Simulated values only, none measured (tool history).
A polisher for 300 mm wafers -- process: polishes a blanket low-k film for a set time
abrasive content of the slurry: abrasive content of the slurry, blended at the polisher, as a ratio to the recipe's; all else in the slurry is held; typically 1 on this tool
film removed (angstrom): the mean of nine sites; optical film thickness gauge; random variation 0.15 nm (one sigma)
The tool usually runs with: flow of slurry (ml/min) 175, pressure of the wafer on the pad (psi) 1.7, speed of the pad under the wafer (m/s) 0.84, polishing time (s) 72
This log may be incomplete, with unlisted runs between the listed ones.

run	hour	flow of slurry (ml/min)	pressure of the wafer on the pad (psi)	speed of the pad under the wafer (m/s)	abrasive content of the slurry	polishing time (s)	wafers since the last listed run	wafers polished on this pad	hours since the slurry nozzle was cleaned	hours since the head pressure was calibrated	hours since the slurry blender was calibrated	hours since the conditioning disc was replaced	incoming thickness of the incoming film, nm	film removed (angstrom)
1	0	200	1.7	0.84	1	72	0	635	410.3	779.3	149.9	29.2	350.3	203
# hour 17.7: worn pad replaced by a new one
2	35.6	200	1.7	0.84	1	72	370	209	445.9	814.9	185.5	64.8	352.3	200
3	65.5	200	1.7	0.84	1	72	350	559	475.8	844.8	215.4	94.7	349	204
4	84.9	175	1.7	0.84	1	83	227	787	495.2	864.2	234.8	114.1	350	229
# hour 90.7: worn pad replaced by a new one
5	116	175	1.7	0.7	1	72	317	295	526.3	895.3	265.9	145.2	353.8	173
# hour 134.3: conditioning disc replaced and pad reconditioned
# hour 145.3: head pressure recalibrated
6	150.8	175	1.7	0.7	1	72	360	656	561.1	5.5	300.7	16.5	356.2	173
7	171.2	175	1.7	0.7	1	72	239	895	581.5	25.9	321.1	36.9	348.7	172
# hour 184.4: worn pad replaced by a new one
8	197.5	175	1.7	0.84	1	72	261	152	607.8	52.2	347.4	63.2	357.3	199
# hour 210.8: slurry nozzle cleaned
9	213.3	175	1.7	0.84	1	72	173	326	2.5	68	363.2	79	354.4	206
# hour 240.2: slurry blender recalibrated
10	242.5	175	1.7	1.02	1	72	318	645	31.7	97.2	2.3	108.2	347.1	240
# hour 264.9: worn pad replaced by a new one
11	270.4	205	1.3	0.84	1	72	280	63	59.6	125.1	30.2	136.1	356	161
12	299.2	190	1.4	0.92	0.9	72	337	401	88.4	153.9	59	164.9	354.1	175
# hour 323.3: conditioning disc replaced and pad reconditioned
13	330.2	175	1.7	0.84	1	72	339	741	119.4	184.9	90	6.9	351.1	205
# hour 337.1: worn pad replaced by a new one
14	359	235	1.7	0.84	1.25	72	290	257	148.2	213.7	118.8	35.7	352.2	231
15	387.3	175	2.2	1.12	1.1	64	331	588	176.5	242	147.1	64	356	306
# hour 410.8: worn pad replaced by a new one
16	416	175	2.2	0.84	1	86	289	61	205.2	270.7	175.8	92.7	348.6	315

Same runs, no hidden state in the tool, same run-to-run variation:
The tool's hidden condition here consists of: removal rate lost through wear of the pad, %; slurry flow missing at the pad, %; deviation of the head's pressure from its setpoint, %; abrasive missing from the slurry, %; time polished since the conditioner stopped cutting, s.
run	film removed (angstrom)
1	211
2	208
3	213
4	240
5	182
6	183
7	182
8	211
9	207
10	241
11	162
12	177
13	207
14	234
15	311
16	321

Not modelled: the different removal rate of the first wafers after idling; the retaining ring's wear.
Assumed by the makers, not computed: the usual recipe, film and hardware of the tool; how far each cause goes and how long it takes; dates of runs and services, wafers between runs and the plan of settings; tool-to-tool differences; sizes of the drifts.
